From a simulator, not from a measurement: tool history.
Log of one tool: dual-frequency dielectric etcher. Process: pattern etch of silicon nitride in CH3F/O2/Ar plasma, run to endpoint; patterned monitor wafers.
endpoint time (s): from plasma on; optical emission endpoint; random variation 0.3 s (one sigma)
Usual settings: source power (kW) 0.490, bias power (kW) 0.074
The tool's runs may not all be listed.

run	day	source power (kW)	bias power (kW)	incoming incoming film thickness, nm	endpoint time (s)
1	0.000	0.490	0.074	31.72	42.2
2	0.525	0.490	0.074	31.74	42.9
# day 2.083: wet clean of the chamber
3	2.104	0.490	0.074	31.91	40.4
4	2.800	0.490	0.074	31.61	40.3
5	3.712	0.400	0.063	32.01	46.5
6	5.050	0.400	0.063	32.07	47.3
7	6.471	0.490	0.068	31.93	42.8
8	7.942	0.490	0.084	32.07	38.7
9	8.762	0.490	0.084	31.54	38.6
# day 9.012: source power generator calibrated
# day 10.692: upper electrode replaced, of another model than before
10	10.712	0.490	0.074	31.80	41.7
11	11.162	0.490	0.074	32.32	41.9
12	12.392	0.490	0.074	32.13	41.6
13	13.546	0.600	0.085	31.59	35.4
14	14.138	0.490	0.074	31.61	42.0
15	15.275	0.580	0.091	31.77	33.6

Run 16 comes next. What will it give?
16	16.612	0.420	0.079	31.67	?

endpoint time (s): 40.5
Without the tool's hidden state the same run would have given endpoint time (s) 38.9.
